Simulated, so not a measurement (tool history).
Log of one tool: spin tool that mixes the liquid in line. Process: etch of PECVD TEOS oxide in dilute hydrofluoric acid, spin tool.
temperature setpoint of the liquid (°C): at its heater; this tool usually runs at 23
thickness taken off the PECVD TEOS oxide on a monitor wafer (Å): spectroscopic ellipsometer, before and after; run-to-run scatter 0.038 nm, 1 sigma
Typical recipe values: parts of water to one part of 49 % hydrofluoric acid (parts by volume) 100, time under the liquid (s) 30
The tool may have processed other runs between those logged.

| run | hour | temperature setpoint of the liquid (°C) | parts of water to one part of 49 % hydrofluoric acid (parts by volume) | time under the liquid (s) | read-back film thickness of the PECVD TEOS oxide reference wafer, read on the same gauge (nm) | thickness taken off the PECVD TEOS oxide on a monitor wafer (Å) |
|---|---|---|---|---|---|---|
| 1 | 0 | 23 | 100 | 30 | 29.96 | 55.8 |
| 2 | 44.3 | 23 | 100 | 30 | 30 | 55.4 |
| 3 | 91.7 | 23 | 100 | 30 | 30.03 | 56.4 |
| 4 | 143.7 | 23 | 100 | 30 | 30.03 | 55.1 |
| 5 | 193 | 23 | 100 | 30 | 29.96 | 55.4 |
| 6 | 407.2 | 23 | 100 | 30 | 29.95 | 55.3 |
| 7 | 447.1 | 24.5 | 90 | 30 | 29.99 | 67 |
| 8 | 501.7 | 25.5 | 100 | 30 | 29.96 | 62 |
| 9 | 547.6 | 25.5 | 100 | 30 | 30.02 | 61.7 |
| 10 | 602.4 | 25.5 | 100 | 30 | 30.02 | 61.6 |
| 11 | 638.3 | 21 | 100 | 15 | 29.93 | 25.8 |
| 12 | 710.1 | 21 | 100 | 15 | 29.97 | 25.8 |
| 13 | 775.5 | 23 | 100 | 30 | 30.05 | 56 |
| 14 | 819.5 | 23 | 100 | 30 | 29.99 | 56.1 |
| 15 | 878.8 | 24.5 | 85 | 30 | 30.05 | 70.4 |
| 16 | 919.8 | 25 | 65 | 25 | 30.01 | 81.4 |
| 17 | 957.7 | 25.5 | 75 | 30 | 30 | 85.3 |
| 18 | 1009.2 | 23 | 60 | 40 | 30.02 | 129.8 |
| 19 | 1038.7 | 25 | 80 | 30 | 30 | 77.1 |
| 20 | 1072.3 | 25.5 | 125 | 30 | 30 | 47.6 |
| 21 | 1115.1 | 18.5 | 130 | 20 | 29.94 | 22.9 |
| 22 | 1186.6 | 23 | 80 | 15 | 30.01 | 35.5 |
| 23 | 1232.5 | 23 | 85 | 35 | 29.97 | 78 |
| 24 | 1289.7 | 23 | 100 | 45 | 29.95 | 83.8 |
| 25 | 1328.7 | 21.5 | 100 | 30 | 30.04 | 52.4 |
| 26 | 1367.4 | 23 | 125 | 40 | 29.96 | 58.1 |
| 27 | 1397.8 | 23 | 100 | 30 | 30.05 | 55.5 |
| 28 | 1469.3 | 24.5 | 100 | 45 | 30 | 89 |
| 29 | 1531.7 | 23 | 100 | 30 | 30 | 55.9 |
| 30 | 1586.5 | 24.5 | 115 | 30 | 29.99 | 50.9 |
| 31 | 1622 | 24.5 | 115 | 15 | 30 | 25.4 |
| 32 | 1661.2 | 23 | 100 | 30 | 30.01 | 56.1 |
| 33 | 1689.6 | 21.5 | 85 | 45 | 29.95 | 93.8 |

Not shown: 5 entries that the log had between the listed runs. Between which runs, and how does the tool's hidden state differ before and after?
Between runs 3 and 4: hydrofluoric acid flow meter replaced (hour 113)
  both runs share identical hidden conditions
Between runs 13 and 14: gauge calibrated (hour 790.7); hydrofluoric acid flow meter replaced (hour 801)
  both runs share identical hidden conditions
Between runs 22 and 23: thermometer replaced (hour 1190.4)
  both runs share identical hidden conditions
Between runs 27 and 28: hydrofluoric acid flow meter replaced (hour 1454.8)
  both runs share identical hidden conditions
